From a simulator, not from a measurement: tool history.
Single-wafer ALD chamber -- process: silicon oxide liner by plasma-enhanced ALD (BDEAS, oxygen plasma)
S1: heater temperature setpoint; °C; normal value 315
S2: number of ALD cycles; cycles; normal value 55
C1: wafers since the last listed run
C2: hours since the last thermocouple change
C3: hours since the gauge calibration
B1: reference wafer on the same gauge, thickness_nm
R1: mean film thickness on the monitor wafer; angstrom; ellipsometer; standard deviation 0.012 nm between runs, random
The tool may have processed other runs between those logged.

run 1 hour=0 | S1=315 S2=55 | C1=0 C2=268.5 C3=1670.7 | B1=5.53 | R1=48.13
run 2 hour=44.1 | S1=315 S2=55 | C1=367 C2=312.6 C3=1714.8 | B1=5.531 | R1=48.4
run 3 hour=80.3 | S1=315 S2=55 | C1=302 C2=348.8 C3=1751 | B1=5.528 | R1=48.31
run 4 hour=124.3 | S1=315 S2=55 | C1=367 C2=392.8 C3=1795 | B1=5.528 | R1=48.18
run 5 hour=160.6 | S1=315 S2=55 | C1=302 C2=429.1 C3=1831.3 | B1=5.53 | R1=48.29
run 6 hour=186.9 | S1=321 S2=55 | C1=219 C2=455.4 C3=1857.6 | B1=5.531 | R1=47.75
run 7 hour=278.9 | S1=321 S2=55 | C1=767 C2=547.4 C3=1949.6 | B1=5.531 | R1=47.89
run 8 hour=316 | S1=315 S2=55 | C1=309 C2=584.5 C3=1986.7 | B1=5.53 | R1=48.26
run 9 hour=385 | S1=315 S2=55 | C1=575 C2=653.5 C3=2055.7 | B1=5.529 | R1=48.45
run 10 hour=410.4 | S1=315 S2=55 | C1=211 C2=678.9 C3=2081.1 | B1=5.532 | R1=48.31
run 11 hour=461.3 | S1=315 S2=55 | C1=424 C2=729.8 C3=2132 | B1=5.529 | R1=48.18
run 12 hour=489.5 | S1=315 S2=55 | C1=235 C2=758 C3=2160.2 | B1=5.529 | R1=48.25
run 13 hour=549.4 | S1=315 S2=55 | C1=499 C2=817.9 C3=2220.1 | B1=5.531 | R1=48.29
run 14 hour=585.6 | S1=315 S2=55 | C1=302 C2=854.1 C3=2256.3 | B1=5.528 | R1=48.53
run 15 hour=639.6 | S1=315 S2=55 | C1=450 C2=908.1 C3=2310.3 | B1=5.528 | R1=48.26
run 16 hour=680.8 | S1=315 S2=55 | C1=343 C2=949.3 C3=2351.5 | B1=5.531 | R1=48.38
run 17 hour=833 | S1=315 S2=55 | C1=1269 C2=1101.5 C3=2503.7 | B1=5.529 | R1=48.47
run 18 hour=896.3 | S1=315 S2=55 | C1=528 C2=1164.8 C3=2567 | B1=5.529 | R1=48.53
run 19 hour=929.6 | S1=315 S2=55 | C1=277 C2=1198.1 C3=2600.3 | B1=5.532 | R1=48.43
run 20 hour=963.5 | S1=315 S2=48 | C1=282 C2=1232 C3=2634.2 | B1=5.527 | R1=42.21
run 21 hour=1013 | S1=319 S2=60 | C1=412 C2=1281.5 C3=2683.7 | B1=5.529 | R1=52.27
run 22 hour=1062.3 | S1=315 S2=55 | C1=411 C2=1330.8 C3=2733 | B1=5.531 | R1=48.51
-- hour=1089.7 gauge calibrated
run 23 hour=1120.3 | S1=309 S2=47 | C1=483 C2=1388.8 C3=30.6 | B1=5.528 | R1=41.77
run 24 hour=1183.5 | S1=315 S2=48 | C1=527 C2=1452 C3=93.8 | B1=5.528 | R1=42.16
run 25 hour=1241.2 | S1=330 S2=64 | C1=481 C2=1509.7 C3=151.5 | B1=5.528 | R1=55.02
run 26 hour=1311.1 | S1=324 S2=65 | C1=583 C2=1579.6 C3=221.4 | B1=5.53 | R1=56.42
run 27 hour=1359.2 | S1=319 S2=46 | C1=401 C2=1627.7 C3=269.5 | B1=5.532 | R1=40.35
run 28 hour=1386.5 | S1=315 S2=48 | C1=227 C2=1655 C3=296.8 | B1=5.531 | R1=42.37
run 29 hour=1586 | S1=315 S2=55 | C1=1664 C2=1854.5 C3=496.3 | B1=5.53 | R1=48.65
run 30 hour=1648.4 | S1=315 S2=55 | C1=520 C2=1916.9 C3=558.7 | B1=5.533 | R1=48.81
-- hour=1676.5 thermocouple changed; heater temperature recalibrated
run 31 hour=1715.1 | S1=328 S2=60 | C1=489 C2=38.6 C3=625.4 | B1=5.534 | R1=51.36
run 32 hour=1754.9 | S1=302 S2=55 | C1=332 C2=78.4 C3=665.2 | B1=5.529 | R1=49.03
run 33 hour=1945.5 | S1=319 S2=55 | C1=1590 C2=269 C3=855.8 | B1=5.527 | R1=47.96
run 34 hour=2006.1 | S1=315 S2=55 | C1=505 C2=329.6 C3=916.4 | B1=5.532 | R1=48.23
run 35 hour=2075.4 | S1=326 S2=49 | C1=578 C2=398.9 C3=985.7 | B1=5.529 | R1=42.19
run 36 hour=2122.7 | S1=304 S2=64 | C1=394 C2=446.2 C3=1033 | B1=5.529 | R1=57.27

Alternative continuations, all from the tool just after run 36; predict every row:
run A hour=2123.2 | S1=315 S2=51 | C1=4 C2=446.7 C3=1033.5 | B1=? | R1=?
run B hour=2123.2 | S1=303 S2=44 | C1=4 C2=446.7 C3=1033.5 | B1=? | R1=?
run C hour=2123.2 | S1=327 S2=47 | C1=4 C2=446.7 C3=1033.5 | B1=? | R1=?
run D hour=2123.2 | S1=326 S2=61 | C1=4 C2=446.7 C3=1033.5 | B1=? | R1=?

run=A B1=5.532 R1=44.83
run=B B1=5.532 R1=39.43
run=C B1=5.532 R1=40.51
run=D B1=5.532 R1=52.66
Take away the tool's hidden state, keep each run's random variation, and the runs would have read:
run=A R1=44.77
run=B R1=39.38
run=C R1=40.45
run=D R1=52.59
